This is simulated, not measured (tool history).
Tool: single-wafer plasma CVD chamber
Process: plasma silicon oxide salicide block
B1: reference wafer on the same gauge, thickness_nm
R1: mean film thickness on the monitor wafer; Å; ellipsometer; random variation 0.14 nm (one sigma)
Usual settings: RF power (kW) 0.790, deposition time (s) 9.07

run 1 day=0.000 | RF_power_(kW)=0.790 deposition_time_(s)=9.07 | B1=104.602 | R1=933.20
run 2 day=0.500 | RF_power_(kW)=0.890 deposition_time_(s)=9.55 | B1=104.571 | R1=1014.08
-- day=0.575 gauge calibrated
run 3 day=1.104 | RF_power_(kW)=0.890 deposition_time_(s)=9.55 | B1=104.653 | R1=1013.26
run 4 day=1.400 | RF_power_(kW)=0.745 deposition_time_(s)=9.80 | B1=104.600 | R1=996.24
-- day=2.588 RF generator calibrated
run 5 day=2.608 | RF_power_(kW)=0.745 deposition_time_(s)=9.80 | B1=104.589 | R1=995.29
run 6 day=2.858 | RF_power_(kW)=0.915 deposition_time_(s)=9.07 | B1=104.582 | R1=967.22
run 7 day=3.133 | RF_power_(kW)=0.915 deposition_time_(s)=9.07 | B1=104.566 | R1=966.13
-- day=3.729 showerhead replaced
run 8 day=4.292 | RF_power_(kW)=0.790 deposition_time_(s)=10.74 | B1=104.597 | R1=1105.36
run 9 day=4.558 | RF_power_(kW)=0.745 deposition_time_(s)=9.80 | B1=104.550 | R1=994.48
run 10 day=5.200 | RF_power_(kW)=0.730 deposition_time_(s)=10.65 | B1=104.542 | R1=1072.50
-- day=5.421 gauge calibrated
run 11 day=5.533 | RF_power_(kW)=0.865 deposition_time_(s)=10.29 | B1=104.594 | R1=1083.46
run 12 day=6.929 | RF_power_(kW)=0.790 deposition_time_(s)=7.92 | B1=104.592 | R1=816.40
run 13 day=7.342 | RF_power_(kW)=0.670 deposition_time_(s)=9.07 | B1=104.614 | R1=897.62
run 14 day=7.858 | RF_power_(kW)=0.915 deposition_time_(s)=9.07 | B1=104.629 | R1=968.09
run 15 day=8.558 | RF_power_(kW)=0.840 deposition_time_(s)=10.25 | B1=104.634 | R1=1072.55

The tool's hidden state at each run:
delivered RF power above the setpoint (%): 0 in every run
gauge reads high (%): 0 in every run
